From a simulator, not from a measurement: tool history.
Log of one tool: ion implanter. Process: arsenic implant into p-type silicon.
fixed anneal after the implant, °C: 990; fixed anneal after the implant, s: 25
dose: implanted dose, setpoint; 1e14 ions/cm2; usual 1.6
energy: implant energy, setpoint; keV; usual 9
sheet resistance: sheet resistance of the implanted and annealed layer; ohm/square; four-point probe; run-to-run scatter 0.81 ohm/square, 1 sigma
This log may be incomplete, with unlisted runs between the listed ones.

run     day  dose  energy  read-back reference wafer on the same gauge, sheet resistance  sheet resistance
  1       0   1.6       9                                                         581.08            561.59
  2   0.542   1.6       9                                                         580.94            560.59
  3   0.908   1.6       9                                                         581.06            560.67
  4   1.621   1.6       9                                                         580.96            561.49
  5   2.042   1.6       9                                                         580.87            562.45
  6   2.679   1.6     6.5                                                         580.78            581.38
  7   3.133   1.6     6.5                                                         581.07            583.64
  8   3.825   1.6       9                                                          580.9            561.99
  9   4.188   1.6       9                                                         580.95            562.17
 10   4.812   1.6       9                                                         581.01            563.41
 11   5.242   1.6       9                                                         580.99            564.38
 12   5.696   1.6       9                                                         581.11            562.57
 13   6.329   1.6       9                                                            581            562.37
 14   6.621   1.6       9                                                         581.12             564.5
      6.638  -- gauge calibrated
          7  -- extraction supply calibrated
      7.108  -- Faraday cup replaced and dose calibrated
 15   7.175   1.6       9                                                         581.18            540.95
 16   7.571  2.05     6.5                                                         580.93            462.05
 17   8.158  1.88     7.5                                                          581.1            486.51
 18   8.854  1.22       8                                                         581.05            672.38
 19   9.412  1.27    11.5                                                         580.85            622.56
 20    9.95   1.6       9                                                            581            540.01
 21  10.262   1.3       8                                                         581.01            641.63
 22  11.004  1.42      12                                                         580.88            571.13
 23  11.538  1.32     6.5                                                         581.12            647.65
 24  11.946  2.06     6.5                                                         581.14            459.73
 25  12.396   1.6    11.5                                                         581.06            526.66
 26   12.85   1.6       9                                                         580.99            540.29
 27  13.238  2.05    11.5                                                         580.97            434.43
 28  13.562  1.35    10.5                                                         580.81            602.77

Consider 4 possible next runs. They are alternatives, not a sequence: every one starts from the tool as it was left by run 28. What does each give?
  A  13.579   1.6       9                                                              ?                 ?
  B  13.579  1.85     6.5                                                              ?                 ?
  C  13.579   1.6       6                                                              ?                 ?
  D  13.579  1.38      10                                                              ?                 ?

run  read-back reference wafer on the same gauge, sheet resistance  sheet resistance
  A                                                         580.89            540.42
  B                                                         580.89            500.25
  C                                                         580.89            564.36
  D                                                         580.89            597.06
What these runs would have given with no unlogged condition in the tool:
run  sheet resistance
  A            542.49
  B             502.2
  C            566.57
  D            599.32
